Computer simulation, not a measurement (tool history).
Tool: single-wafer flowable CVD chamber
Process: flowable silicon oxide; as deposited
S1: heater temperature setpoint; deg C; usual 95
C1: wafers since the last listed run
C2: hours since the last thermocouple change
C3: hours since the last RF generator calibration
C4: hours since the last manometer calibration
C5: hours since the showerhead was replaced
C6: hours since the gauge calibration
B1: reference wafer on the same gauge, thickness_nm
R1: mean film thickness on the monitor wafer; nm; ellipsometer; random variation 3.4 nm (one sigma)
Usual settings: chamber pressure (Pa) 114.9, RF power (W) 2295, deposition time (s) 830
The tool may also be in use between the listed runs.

Run 1, day 0: usual settings; C1 0; C2 550.2; C3 364.7; C4 978; C5 7126.6; C6 756.6; B1 831.023. Result: R1 720.204 nm.
Run 2, day 1.558: usual settings but deposition time (s) 940; C1 86; C2 587.6; C3 402.1; C4 1015.4; C5 7164; C6 794; B1 831.973. Result: R1 812.976 nm.
Run 3, day 3.862: usual settings but RF power (W) 2050; C1 128; C2 642.9; C3 457.4; C4 1070.7; C5 7219.3; C6 849.3; B1 832.039. Result: R1 706.238 nm.
Run 4, day 5.492: usual settings; C1 90; C2 682; C3 496.5; C4 1109.8; C5 7258.4; C6 888.4; B1 830.508. Result: R1 720.698 nm.
Run 5, day 7.558: usual settings; C1 115; C2 731.6; C3 546.1; C4 1159.4; C5 7308; C6 938; B1 830.961. Result: R1 713.871 nm.
Run 6, day 9.525: usual settings; C1 109; C2 778.8; C3 593.3; C4 1206.6; C5 7355.2; C6 985.2; B1 832.77. Result: R1 709.703 nm.
Run 7, day 11.117: usual settings; C1 88; C2 817; C3 631.5; C4 1244.8; C5 7393.4; C6 1023.4; B1 829.489. Result: R1 711.063 nm.
Run 8, day 13.867: usual settings; C1 153; C2 883; C3 697.5; C4 1310.8; C5 7459.4; C6 1089.4; B1 830.921. Result: R1 716.721 nm.
Run 9, day 16.254: usual settings; C1 133; C2 940.3; C3 754.8; C4 1368.1; C5 7516.7; C6 1146.7; B1 831.208. Result: R1 712.661 nm.
Run 10, day 19.033: usual settings but chamber pressure (Pa) 125.7; C1 155; C2 1007; C3 821.5; C4 1434.8; C5 7583.4; C6 1213.4; B1 831.337. Result: R1 781.667 nm.
Run 11, day 22.45: usual settings but chamber pressure (Pa) 125.7; C1 190; C2 1089; C3 903.5; C4 1516.8; C5 7665.4; C6 1295.4; B1 831.143. Result: R1 773.792 nm.
At day 25.796: RF generator calibrated.
Run 12, day 26.65: usual settings but chamber pressure (Pa) 125.7; C1 215; C2 1189.8; C3 20.5; C4 1617.6; C5 7766.2; C6 1396.2; B1 831.747. Result: R1 780.612 nm.
Run 13, day 31.05: usual settings but S1 86 deg C, deposition time (s) 763; C1 245; C2 1295.4; C3 126.1; C4 1723.2; C5 7871.8; C6 1501.8; B1 831.792. Result: R1 841.527 nm.
Run 14, day 35.35: usual settings but S1 87 deg C, chamber pressure (Pa) 91.3, RF power (W) 2025; C1 239; C2 1398.6; C3 229.3; C4 1826.4; C5 7975; C6 1605; B1 830.901. Result: R1 699.75 nm.
At day 36.433: gauge calibrated.
Run 15, day 38.9: usual settings; C1 198; C2 1483.8; C3 314.5; C4 1911.6; C5 8060.2; C6 59.2; B1 830.132. Result: R1 700.412 nm.
Run 16, day 40.442: usual settings but S1 86 deg C, RF power (W) 2145, deposition time (s) 697; C1 86; C2 1520.8; C3 351.5; C4 1948.6; C5 8097.2; C6 96.2; B1 832.77. Result: R1 763.386 nm.
At day 46.583: capacitance manometer re-zeroed and calibrated.
Run 17, day 52.217: usual settings but chamber pressure (Pa) 96.3; C1 638; C2 1803.4; C3 634.1; C4 135.2; C5 8379.8; C6 378.8; B1 831.399. Result: R1 587.681 nm.
At day 56.5: showerhead replaced.
Run 18, day 56.521: usual settings but S1 86 deg C, RF power (W) 1875; C1 221; C2 1906.7; C3 737.4; C4 238.5; C5 0.5; C6 482.1; B1 830.341. Result: R1 885.921 nm.
At day 60.154: thermocouple changed; heater temperature recalibrated.
Run 19, day 60.754: usual settings but S1 101 deg C; C1 217; C2 14.4; C3 839; C4 340.1; C5 102.1; C6 583.7; B1 829.23. Result: R1 612.831 nm.
At day 62.429: RF generator calibrated.
Run 20, day 62.792: usual settings but deposition time (s) 778; C1 95; C2 63.3; C3 8.7; C4 389; C5 151; C6 632.6; B1 829.926. Result: R1 679.667 nm.
Run 21, day 66.692: usual settings but S1 106 deg C, chamber pressure (Pa) 127.9, RF power (W) 2025; C1 217; C2 156.9; C3 102.3; C4 482.6; C5 244.6; C6 726.2; B1 831.916. Result: R1 582.054 nm.
Run 22, day 69.092: usual settings but S1 85 deg C, chamber pressure (Pa) 92.1, RF power (W) 1855; C1 133; C2 214.5; C3 159.9; C4 540.2; C5 302.2; C6 783.8; B1 830.964. Result: R1 751.575 nm.
Run 23, day 71.121: usual settings but S1 85 deg C; C1 113; C2 263.2; C3 208.6; C4 588.9; C5 350.9; C6 832.5; B1 830.26. Result: R1 964.612 nm.
Run 24, day 74.333: usual settings; C1 179; C2 340.3; C3 285.7; C4 666; C5 428; C6 909.6; B1 830.769. Result: R1 729.58 nm.
Run 25, day 78.525: usual settings; C1 233; C2 440.9; C3 386.3; C4 766.6; C5 528.6; C6 1010.2; B1 830.356. Result: R1 726.931 nm.
Run 26, day 82.238: usual settings; C1 207; C2 530; C3 475.4; C4 855.7; C5 617.7; C6 1099.3; B1 830.269. Result: R1 722.219 nm.
Run 27, day 85.371: usual settings but chamber pressure (Pa) 133.1, deposition time (s) 775; C1 174; C2 605.2; C3 550.6; C4 930.9; C5 692.9; C6 1174.5; B1 830.733. Result: R1 778.692 nm.

Forecast each of these 5 alternatives for the next run:
Run A, day 85.396: usual settings; C1 1; C2 605.8; C3 551.2; C4 931.5; C5 693.5; C6 1175.1; B1 ?. Result: R1 ?.
Run B, day 85.396: usual settings but S1 103 deg C, chamber pressure (Pa) 126.7, RF power (W) 2090, deposition time (s) 751; C1 1; C2 605.8; C3 551.2; C4 931.5; C5 693.5; C6 1175.1; B1 ?. Result: R1 ?.
Run C, day 85.396: usual settings but S1 101 deg C, deposition time (s) 896; C1 1; C2 605.8; C3 551.2; C4 931.5; C5 693.5; C6 1175.1; B1 ?. Result: R1 ?.
Run D, day 85.396: usual settings but S1 83 deg C; C1 1; C2 605.8; C3 551.2; C4 931.5; C5 693.5; C6 1175.1; B1 ?. Result: R1 ?.
Run E, day 85.396: usual settings but S1 83 deg C, chamber pressure (Pa) 102.5, RF power (W) 2555, deposition time (s) 784; C1 1; C2 605.8; C3 551.2; C4 931.5; C5 693.5; C6 1175.1; B1 ?. Result: R1 ?.

run       B1        R1
  A  830.261   721.024
  B  830.261    562.82
  C  830.261   654.357
  D  830.261  1006.642
  E  830.261   857.478
Without the tool's hidden state the same runs would have given:
run        R1
  A     731.2
  B    570.93
  C   663.876
  D  1019.497
  E   868.428
